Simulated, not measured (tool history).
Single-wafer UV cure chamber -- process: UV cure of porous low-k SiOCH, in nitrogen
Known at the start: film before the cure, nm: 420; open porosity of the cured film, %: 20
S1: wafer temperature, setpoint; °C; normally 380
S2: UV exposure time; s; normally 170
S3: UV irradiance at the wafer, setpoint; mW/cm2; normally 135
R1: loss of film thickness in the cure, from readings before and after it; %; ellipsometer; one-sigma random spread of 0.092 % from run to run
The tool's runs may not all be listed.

{"run": 1, "day": 0.0, "S1": 380, "S2": 170, "S3": 135, "R1": 9.307}
{"run": 2, "day": 0.462, "S1": 380, "S2": 170, "S3": 135, "R1": 9.316}
{"run": 3, "day": 1.125, "S1": 380, "S2": 95, "S3": 135, "R1": 6.996}
{"run": 4, "day": 1.825, "S1": 380, "S2": 95, "S3": 135, "R1": 7.031}
{"run": 5, "day": 2.542, "S1": 380, "S2": 95, "S3": 135, "R1": 7.06}
{"run": 6, "day": 3.254, "S1": 380, "S2": 170, "S3": 135, "R1": 9.521}
{"run": 7, "day": 3.817, "S1": 380, "S2": 170, "S3": 135, "R1": 9.438}
{"run": 8, "day": 4.654, "S1": 380, "S2": 170, "S3": 135, "R1": 9.333}
{"run": 9, "day": 5.146, "S1": 380, "S2": 170, "S3": 135, "R1": 9.512}
{"run": 10, "day": 5.7, "S1": 380, "S2": 170, "S3": 135, "R1": 9.357}
{"run": 11, "day": 6.175, "S1": 380, "S2": 170, "S3": 104, "R1": 8.383}
{"run": 12, "day": 6.875, "S1": 380, "S2": 170, "S3": 104, "R1": 8.309}
{"run": 13, "day": 7.512, "S1": 380, "S2": 170, "S3": 104, "R1": 8.291}
{"run": 14, "day": 8.862, "S1": 380, "S2": 100, "S3": 135, "R1": 7.221}
{"day": 9.575, "done": "UV bulbs replaced"}
{"run": 15, "day": 9.596, "S1": 380, "S2": 120, "S3": 119, "R1": 7.419}
{"run": 16, "day": 9.996, "S1": 361, "S2": 130, "S3": 135, "R1": 7.945}
{"day": 10.583, "done": "quartz window cleaned"}
{"run": 17, "day": 11.146, "S1": 371, "S2": 125, "S3": 106, "R1": 7.788}
{"run": 18, "day": 11.888, "S1": 367, "S2": 205, "S3": 135, "R1": 10.523}
{"run": 19, "day": 12.142, "S1": 380, "S2": 170, "S3": 135, "R1": 10.078}
{"run": 20, "day": 13.079, "S1": 380, "S2": 230, "S3": 163, "R1": 12.096}
{"run": 21, "day": 13.4, "S1": 399, "S2": 220, "S3": 154, "R1": 12.131}
{"run": 22, "day": 14.054, "S1": 390, "S2": 270, "S3": 156, "R1": 12.709}
{"run": 23, "day": 14.379, "S1": 380, "S2": 170, "S3": 135, "R1": 9.94}
{"run": 24, "day": 14.65, "S1": 388, "S2": 115, "S3": 135, "R1": 8.561}
{"run": 25, "day": 15.142, "S1": 397, "S2": 90, "S3": 173, "R1": 8.604}
{"run": 26, "day": 15.688, "S1": 380, "S2": 170, "S3": 135, "R1": 9.816}
{"run": 27, "day": 16.242, "S1": 363, "S2": 70, "S3": 154, "R1": 6.555}
{"run": 28, "day": 16.971, "S1": 380, "S2": 170, "S3": 135, "R1": 9.752}

What if the next run were any one of these 3? Each begins from the tool's condition after run 28:
{"run": "A", "day": 16.992, "S1": 380, "S2": 240, "S3": 135, "R1": "?"}
{"run": "B", "day": 16.992, "S1": 380, "S2": 200, "S3": 135, "R1": "?"}
{"run": "C", "day": 16.992, "S1": 393, "S2": 115, "S3": 103, "R1": "?"}

run=A R1=11.344
run=B R1=10.558
run=C R1=7.406
With no hidden state in the tool, these same runs would have given:
run=A R1=11.894
run=B R1=11.096
run=C R1=7.897
